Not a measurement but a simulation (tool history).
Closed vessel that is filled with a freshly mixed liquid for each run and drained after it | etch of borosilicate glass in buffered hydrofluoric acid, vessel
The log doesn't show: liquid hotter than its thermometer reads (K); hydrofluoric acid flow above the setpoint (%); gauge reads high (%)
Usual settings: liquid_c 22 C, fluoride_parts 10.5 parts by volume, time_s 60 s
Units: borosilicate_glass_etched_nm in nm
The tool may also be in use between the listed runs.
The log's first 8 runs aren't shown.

| run | hour | liquid_c | fluoride_parts | time_s | wafers since the last listed run | hours since the thermometer was replaced | hours since the hydrofluoric acid flow meter was replaced | hours since the gauge calibration | read-back film thickness of the borosilicate glass reference wafer, read on the same gauge (nm) | borosilicate_glass_etched_nm |
|---|---|---|---|---|---|---|---|---|---|---|
| 9 | 217.6 | 22 | 10.5 | 60 | 4215 | 1561.3 | 1319.6 | 33.6 | 99.97 | 62.33 |
| 10 | 279.5 | 22 | 10.5 | 60 | 9060 | 1623.2 | 1381.5 | 95.5 | 100.04 | 62.38 |
| 11 | 291.6 | 22 | 10.5 | 60 | 1771 | 1635.3 | 1393.6 | 107.6 | 100.03 | 62.72 |
|  | 304.9 | thermometer replaced |
| 12 | 320 | 22 | 10.5 | 60 | 4010 | 15.1 | 1422 | 136 | 99.94 | 62.21 |
| 13 | 346.8 | 22 | 10.5 | 60 | 3923 | 41.9 | 1448.8 | 162.8 | 100.01 | 62.22 |
| 14 | 374.3 | 22 | 10.5 | 60 | 4025 | 69.4 | 1476.3 | 190.3 | 100.03 | 62.48 |
| 15 | 408.8 | 22 | 10.5 | 60 | 5050 | 103.9 | 1510.8 | 224.8 | 100 | 62.44 |
| 16 | 437.9 | 22 | 10.5 | 60 | 4259 | 133 | 1539.9 | 253.9 | 99.99 | 62.15 |
| 17 | 470.9 | 22 | 10.5 | 80 | 4830 | 166 | 1572.9 | 286.9 | 100.01 | 83.15 |
| 18 | 488.7 | 22 | 10.5 | 95 | 2605 | 183.8 | 1590.7 | 304.7 | 100 | 98.48 |
| 19 | 514.4 | 19 | 10.5 | 80 | 3761 | 209.5 | 1616.4 | 330.4 | 99.94 | 70.42 |
|  | 547 | hydrofluoric acid flow meter replaced |
| 20 | 549.3 | 22 | 6.5 | 60 | 4962 | 244.4 | 2.3 | 365.3 | 99.96 | 98.61 |
| 21 | 574.6 | 24.5 | 11.5 | 60 | 3703 | 269.7 | 27.6 | 390.6 | 99.99 | 65.02 |
| 22 | 639.5 | 22 | 10.5 | 60 | 9500 | 334.6 | 92.5 | 455.5 | 99.98 | 62.37 |
| 23 | 674 | 25.5 | 9.5 | 95 | 5050 | 369.1 | 127 | 490 | 100.02 | 128.97 |
| 24 | 701.4 | 26.5 | 10.5 | 35 | 4010 | 396.5 | 154.4 | 517.4 | 100.01 | 46.03 |
|  | 710.3 | gauge calibrated |
| 25 | 732 | 22 | 6.5 | 60 | 4479 | 427.1 | 185 | 21.7 | 100.02 | 98.62 |
| 26 | 754.2 | 22 | 10.5 | 90 | 3249 | 449.3 | 207.2 | 43.9 | 100.02 | 93.45 |
| 27 | 771.1 | 22 | 9.5 | 30 | 2473 | 466.2 | 224.1 | 60.8 | 99.99 | 33.86 |
| 28 | 790.9 | 24 | 13 | 30 | 2898 | 486 | 243.9 | 80.6 | 100.05 | 28.08 |
| 29 | 823.3 | 22 | 10.5 | 60 | 4742 | 518.4 | 276.3 | 113 | 100.01 | 62.27 |
| 30 | 844.9 | 22 | 10.5 | 60 | 3161 | 540 | 297.9 | 134.6 | 99.98 | 62 |
| 31 | 860.9 | 22 | 8 | 75 | 2342 | 556 | 313.9 | 150.6 | 100 | 99.45 |
| 32 | 895.8 | 22 | 10.5 | 60 | 5108 | 590.9 | 348.8 | 185.5 | 99.98 | 62.36 |
| 33 | 915.5 | 26 | 14.5 | 60 | 2883 | 610.6 | 368.5 | 205.2 | 99.96 | 55.85 |

Forecast each of these 4 alternatives for the next run:
| A | 916.2 | 22 | 10.5 | 60 | 102 | 611.3 | 369.2 | 205.9 | ? | ? |
| B | 916.2 | 20.5 | 10.5 | 95 | 102 | 611.3 | 369.2 | 205.9 | ? | ? |
| C | 916.2 | 18 | 8 | 85 | 102 | 611.3 | 369.2 | 205.9 | ? | ? |
| D | 916.2 | 18 | 6.5 | 45 | 102 | 611.3 | 369.2 | 205.9 | ? | ? |

| run | read-back film thickness of the borosilicate glass reference wafer, read on the same gauge (nm) | borosilicate_glass_etched_nm |
|---|---|---|
| A | 100.02 | 62.26 |
| B | 100.02 | 90.86 |
| C | 100.02 | 90.69 |
| D | 100.02 | 59.52 |
Without the tool's hidden state the same runs would have given:
| run | borosilicate_glass_etched_nm |
|---|---|
| A | 62.26 |
| B | 90.86 |
| C | 90.69 |
| D | 59.52 |

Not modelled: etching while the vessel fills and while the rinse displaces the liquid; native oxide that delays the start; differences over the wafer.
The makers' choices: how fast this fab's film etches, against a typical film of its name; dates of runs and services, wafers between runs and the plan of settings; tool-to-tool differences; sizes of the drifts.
